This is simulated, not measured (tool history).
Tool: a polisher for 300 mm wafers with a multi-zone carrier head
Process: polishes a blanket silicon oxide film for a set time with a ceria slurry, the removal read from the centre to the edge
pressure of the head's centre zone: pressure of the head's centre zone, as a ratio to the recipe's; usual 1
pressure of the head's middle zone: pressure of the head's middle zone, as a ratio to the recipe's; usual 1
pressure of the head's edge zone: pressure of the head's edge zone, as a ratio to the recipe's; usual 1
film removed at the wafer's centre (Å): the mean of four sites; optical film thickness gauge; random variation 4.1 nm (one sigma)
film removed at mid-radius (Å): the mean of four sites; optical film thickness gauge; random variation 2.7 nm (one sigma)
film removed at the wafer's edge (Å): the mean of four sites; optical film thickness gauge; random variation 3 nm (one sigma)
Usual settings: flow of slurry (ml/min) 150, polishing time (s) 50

run,hour,flow of slurry (ml/min),pressure of the head's centre zone,pressure of the head's middle zone,pressure of the head's edge zone,polishing time (s),"incoming thickness of the incoming film, nm",film removed at the wafer's centre (Å),film removed at mid-radius (Å),film removed at the wafer's edge (Å)
1,0,150,1,1,1,50,919,3353,3113,2985
2,45.6,150,1,1,1,50,933.9,3402,3122,3015
# hour 52.2: worn pad replaced by a new one
3,95.7,150,1,0.93,1,50,929.1,3427,2908,3043
4,158.8,120,1,1.06,1,50,915.3,3372,3179,2992
# hour 173.7: worn pad replaced by a new one
5,211,120,1,1.06,1,50,932.7,3270,3182,2959
# hour 277.1: carrier head's membrane replaced by a new one
# hour 280.3: worn pad replaced by a new one
6,280.8,150,1,1,1,50,950.8,3408,3143,3049
# hour 283.1: centre zone pressure recalibrated
# hour 289.2: slurry nozzle cleaned
7,319.1,150,1,1,1,50,925.5,3577,3145,3009
# hour 344.8: edge zone pressure recalibrated
8,346.9,190,1,1,1.07,39,934.2,2979,2507,2485
# hour 359.4: centre zone pressure recalibrated, repeated, since the last time left the tool worse
9,387.3,105,1,0.96,1.08,50,916.8,2970,2892,3027
# hour 409.9: worn pad replaced by a new one
10,465.7,150,1,1,1,50,918.3,3192,3095,2965
# hour 524.4: worn pad replaced by a new one
11,524.9,150,1,1.04,0.91,50,937.4,3182,3225,2844
12,556.1,130,1.06,0.94,1,64,946.7,4290,3702,3786
13,581.4,150,1,1,1.04,50,948.4,3237,3118,3118
14,626.1,120,1,1.06,1,50,922.5,3222,3192,2933

Forecast each of these 3 alternatives for the next run:
A,626.5,170,1,1,1,50,927.3,?,?,?
B,626.5,150,1,1,1,34,927.3,?,?,?
C,626.5,135,0.94,1,0.88,50,927.3,?,?,?

run,film removed at the wafer's centre (Å),film removed at mid-radius (Å),film removed at the wafer's edge (Å)
A,3377,3133,3045
B,2258,2099,2048
C,3074,3048,2811
Without the tool's hidden state the same runs would have given:
run,film removed at the wafer's centre (Å),film removed at mid-radius (Å),film removed at the wafer's edge (Å)
A,3261,3134,3045
B,2180,2099,2048
C,2969,3048,2811
